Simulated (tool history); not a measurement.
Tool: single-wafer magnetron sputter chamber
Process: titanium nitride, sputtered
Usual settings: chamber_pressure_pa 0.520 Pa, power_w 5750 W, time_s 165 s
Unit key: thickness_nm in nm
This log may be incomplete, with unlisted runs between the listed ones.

run   hour  chamber_pressure_pa  power_w  time_s  wafers since the last listed run  wafers on the sputter target  hours since the last manometer calibration  hours since the magnet pack was replaced  hours since the gauge calibration  read-back reference wafer on the same gauge, thickness_nm  thickness_nm
  1    0.0                0.520     5750     155                                 0                          4487                                      1313.7                                    6036.3                              529.7                                                    149.013       149.213
  2   32.7                0.520     5750     165                               287                          4775                                      1346.4                                    6069.0                              562.4                                                    149.004       158.740
  3   55.0                0.520     5750     165                               196                          4971                                      1368.7                                    6091.3                              584.7                                                    148.953       158.713
  4   71.5                0.520     5750     175                               145                          5116                                      1385.2                                    6107.8                              601.2                                                    148.891       167.980
  5  106.6                0.520     4600     178                               308                          5425                                      1420.3                                    6142.9                              636.3                                                    148.892       136.445
  6  129.7                0.520     5750     165                               203                          5628                                      1443.4                                    6166.0                              659.4                                                    148.905       158.181
  7  145.9                0.520     5750     165                               142                          5771                                      1459.6                                    6182.2                              675.6                                                    149.031       158.104
  8  166.6                0.520     6750     165                               182                          5953                                      1480.3                                    6202.9                              696.3                                                    148.999       185.448
  9  202.2                0.520     6750     165                               313                          6266                                      1515.9                                    6238.5                              731.9                                                    149.072       185.575
 10  227.4                0.520     6750     165                               221                          6488                                      1541.1                                    6263.7                              757.1                                                    148.882       186.673
 11  243.3                0.603     5750     158                               139                          6627                                      1557.0                                    6279.6                              773.0                                                    149.071       143.511
 12  271.3                0.603     5750     158                               246                          6874                                      1585.0                                    6307.6                              801.0                                                    149.001       143.138
 13  305.2                0.603     5750     158                               298                          7172                                      1618.9                                    6341.5                              834.9                                                    148.895       143.256
 14  337.5                0.520     5750     165                               284                          7456                                      1651.2                                    6373.8                              867.2                                                    148.909       156.361
     377.9  -- sputter target and shields replaced
 15  378.4                0.520     5750     165                               289                             4                                      1692.1                                    6414.7                              908.1                                                    149.046       161.556
     425.2  -- capacitance manometer re-zeroed and calibrated
     431.6  -- gauge calibrated
 16  451.4                0.520     5750     165                               571                           576                                        26.2                                    6487.7                               19.8                                                    149.100       161.051
 17  484.3                0.520     4800     165                               289                           865                                        59.1                                    6520.6                               52.7                                                    149.071       134.413
 18  503.2                0.520     5750     165                               166                          1032                                        78.0                                    6539.5                               71.6                                                    148.992       161.281
 19  527.9                0.462     6950     183                               217                          1249                                       102.7                                    6564.2                               96.3                                                    149.013       225.023
     552.0  -- magnet pack replaced, of another model than before
 20  554.2                0.332     4800     165                               160                          1410                                       129.0                                       2.2                              122.6                                                    148.855       142.721
 21  587.7                0.520     5750     193                               294                          1705                                       162.5                                      35.7                              156.1                                                    149.024       187.907
 22  616.6                0.520     6900     142                               254                          1959                                       191.4                                      64.6                              185.0                                                    148.919       165.296
 23  640.1                0.520     5750     134                               206                          2165                                       214.9                                      88.1                              208.5                                                    149.033       129.969
 24  673.9                0.520     5750     153                               297                          2463                                       248.7                                     121.9                              242.3                                                    149.189       148.203
 25  687.1                0.520     5750     191                               116                          2579                                       261.9                                     135.1                              255.5                                                    148.967       184.326
 26  771.3                0.520     5750     165                               740                          3320                                       346.1                                     219.3                              339.7                                                    149.135       159.869
 27  802.9                0.390     4800     176                               277                          3597                                       377.7                                     250.9                              371.3                                                    149.024       147.641
 28  817.5                0.520     6950     148                               128                          3726                                       392.3                                     265.5                              385.9                                                    148.841       172.043
 29  837.8                0.427     4900     143                               178                          3904                                       412.6                                     285.8                              406.2                                                    149.007       121.223
 30  858.5                0.520     5750     165                               182                          4087                                       433.3                                     306.5                              426.9                                                    149.077       159.235
 31  874.6                0.520     5750     165                               141                          4228                                       449.4                                     322.6                              443.0                                                    148.894       158.431
 32  890.7                0.419     6550     184                               141                          4370                                       465.5                                     338.7                              459.1                                                    149.042       208.371

Selected run-to-run steps in thickness_nm, each split into two signed amounts: the part the tool would show with no hidden state at all (from settings, incoming material and random variation), and the remainder, which goes to the hidden state together with any gauge scatter not common to the measured and the hidden-state-free results:
The hidden state here: deposition rate above that of a new target (%); true argon pressure above the setpoint (%); gauge reads high (%).
Run 10 -> 11: chamber_pressure_pa 0.520 -> 0.603, power_w 6750 -> 5750, time_s 165 -> 158. thickness_nm -43.162 nm: hidden state +1.165, all else -44.327.
Run 14 -> 15: sputter target and shields replaced. thickness_nm +5.195 nm: hidden state +5.049, all else +0.146.
Run 18 -> 19: chamber_pressure_pa 0.520 -> 0.462, power_w 5750 -> 6950, time_s 165 -> 183. thickness_nm +63.742 nm: hidden state -0.599, all else +64.341.
Run 19 -> 20: chamber_pressure_pa 0.462 -> 0.332, power_w 6950 -> 4800, time_s 183 -> 165, magnet pack replaced, of another model than before. thickness_nm -82.302 nm: hidden state +0.430, all else -82.732.
Run 28 -> 29: chamber_pressure_pa 0.520 -> 0.427, power_w 6950 -> 4900, time_s 148 -> 143. thickness_nm -50.820 nm: hidden state +0.831, all else -51.651.
Run 31 -> 32: chamber_pressure_pa 0.520 -> 0.419, power_w 5750 -> 6550, time_s 165 -> 184. thickness_nm +49.940 nm: hidden state -1.159, all else +51.099.

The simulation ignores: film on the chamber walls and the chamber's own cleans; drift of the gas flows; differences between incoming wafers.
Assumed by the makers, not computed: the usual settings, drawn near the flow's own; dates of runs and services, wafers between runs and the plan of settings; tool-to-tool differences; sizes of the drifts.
